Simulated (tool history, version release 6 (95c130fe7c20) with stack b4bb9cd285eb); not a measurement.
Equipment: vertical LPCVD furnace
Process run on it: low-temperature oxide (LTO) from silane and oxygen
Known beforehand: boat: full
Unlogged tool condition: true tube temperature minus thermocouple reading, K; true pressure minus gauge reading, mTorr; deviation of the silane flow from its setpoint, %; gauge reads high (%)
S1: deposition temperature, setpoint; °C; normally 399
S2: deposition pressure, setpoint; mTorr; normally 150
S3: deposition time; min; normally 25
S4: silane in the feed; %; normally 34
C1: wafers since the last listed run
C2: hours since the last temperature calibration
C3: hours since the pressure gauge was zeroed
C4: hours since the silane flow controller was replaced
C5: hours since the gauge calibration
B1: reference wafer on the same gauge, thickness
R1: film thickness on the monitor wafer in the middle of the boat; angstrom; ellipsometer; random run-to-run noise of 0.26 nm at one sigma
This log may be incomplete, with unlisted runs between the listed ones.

{"run": 1, "day": 0.0, "S1": 399, "S2": 150, "S3": 30, "S4": 34, "C1": 0, "C2": 1720.2, "C3": 2785.3, "C4": 2796.3, "C5": 311.1, "B1": 100.02, "R1": 1446.4}
{"run": 2, "day": 12.075, "S1": 399, "S2": 150, "S3": 30, "S4": 34, "C1": 5243, "C2": 2010, "C3": 3075.1, "C4": 3086.1, "C5": 600.9, "B1": 100.03, "R1": 1450.5}
{"run": 3, "day": 16.4, "S1": 399, "S2": 150, "S3": 30, "S4": 34, "C1": 1878, "C2": 2113.8, "C3": 3178.9, "C4": 3189.9, "C5": 704.7, "B1": 100.01, "R1": 1451.6}
{"run": 4, "day": 18.483, "S1": 395, "S2": 150, "S3": 20.5, "S4": 34, "C1": 904, "C2": 2163.8, "C3": 3228.9, "C4": 3239.9, "C5": 754.7, "B1": 100, "R1": 943.8}
{"run": 5, "day": 22.388, "S1": 395, "S2": 150, "S3": 20.5, "S4": 34, "C1": 1695, "C2": 2257.5, "C3": 3322.6, "C4": 3333.6, "C5": 848.4, "B1": 100, "R1": 942.7}
{"run": 6, "day": 25.954, "S1": 395, "S2": 150, "S3": 20.5, "S4": 34, "C1": 1548, "C2": 2343.1, "C3": 3408.2, "C4": 3419.2, "C5": 934, "B1": 100.06, "R1": 948}
{"run": 7, "day": 30.112, "S1": 399, "S2": 150, "S3": 25, "S4": 34, "C1": 1805, "C2": 2442.9, "C3": 3508, "C4": 3519, "C5": 1033.8, "B1": 100.07, "R1": 1202.2}
{"run": 8, "day": 32.162, "S1": 399, "S2": 150, "S3": 25, "S4": 34, "C1": 890, "C2": 2492.1, "C3": 3557.2, "C4": 3568.2, "C5": 1083, "B1": 99.96, "R1": 1210.7}
{"run": 9, "day": 35.417, "S1": 399, "S2": 150, "S3": 25, "S4": 34, "C1": 1413, "C2": 2570.2, "C3": 3635.3, "C4": 3646.3, "C5": 1161.1, "B1": 99.99, "R1": 1209.1}
{"run": 10, "day": 39.471, "S1": 399, "S2": 150, "S3": 31, "S4": 34, "C1": 1760, "C2": 2667.5, "C3": 3732.6, "C4": 3743.6, "C5": 1258.4, "B1": 99.99, "R1": 1505}
{"run": 11, "day": 43.392, "S1": 399, "S2": 175, "S3": 25, "S4": 34, "C1": 1702, "C2": 2761.6, "C3": 3826.7, "C4": 3837.7, "C5": 1352.5, "B1": 99.94, "R1": 1403.9}
{"run": 12, "day": 47.279, "S1": 399, "S2": 175, "S3": 25, "S4": 34, "C1": 1688, "C2": 2854.9, "C3": 3920, "C4": 3931, "C5": 1445.8, "B1": 99.96, "R1": 1403.8}
{"day": 50.538, "done": "gauge calibrated"}
{"run": 13, "day": 51.55, "S1": 399, "S2": 150, "S3": 25, "S4": 34, "C1": 1854, "C2": 2957.4, "C3": 4022.5, "C4": 4033.5, "C5": 24.3, "B1": 100.04, "R1": 1210.6}
{"day": 54.404, "done": "silane flow controller replaced"}
{"run": 14, "day": 54.425, "S1": 399, "S2": 150, "S3": 25, "S4": 34, "C1": 814, "C2": 3026.4, "C3": 4091.5, "C4": 0.5, "C5": 93.3, "B1": 99.9, "R1": 1213.2}
{"run": 15, "day": 57.417, "S1": 399, "S2": 150, "S3": 25, "S4": 34, "C1": 1299, "C2": 3098.2, "C3": 4163.3, "C4": 72.3, "C5": 165.1, "B1": 99.99, "R1": 1213.5}
{"run": 16, "day": 61.883, "S1": 406, "S2": 150, "S3": 20.5, "S4": 34, "C1": 1939, "C2": 3205.4, "C3": 4270.5, "C4": 179.5, "C5": 272.3, "B1": 99.97, "R1": 1074.7}
{"day": 62.954, "done": "thermocouples replaced and temperature profile calibrated"}
{"run": 17, "day": 64.917, "S1": 402, "S2": 180, "S3": 33.5, "S4": 30, "C1": 882, "C2": 47.1, "C3": 4343.3, "C4": 252.3, "C5": 345.1, "B1": 99.96, "R1": 1676.1}
{"run": 18, "day": 67.846, "S1": 395, "S2": 150, "S3": 17, "S4": 38, "C1": 1271, "C2": 117.4, "C3": 4413.6, "C4": 322.6, "C5": 415.4, "B1": 100.03, "R1": 912}
{"run": 19, "day": 69.717, "S1": 399, "S2": 165, "S3": 25, "S4": 34, "C1": 812, "C2": 162.3, "C3": 4458.5, "C4": 367.5, "C5": 460.3, "B1": 99.92, "R1": 1326.5}
{"run": 20, "day": 72.083, "S1": 408, "S2": 115, "S3": 20.5, "S4": 40, "C1": 1027, "C2": 219.1, "C3": 4515.3, "C4": 424.3, "C5": 517.1, "B1": 99.98, "R1": 1050.5}

Run 21 comes next. What will it give?
{"day": 73.896, "done": "pressure gauge zeroed"}
{"run": 21, "day": 75.575, "S1": 392, "S2": 170, "S3": 25, "S4": 34, "C1": 1081, "C2": 302.9, "C3": 40.3, "C4": 508.1, "C5": 600.9, "B1": "?", "R1": "?"}

B1: 100.01
R1: 1210.2 angstrom
Had the tool carried no hidden state, the very same run would have given R1 1207.1 angstrom.
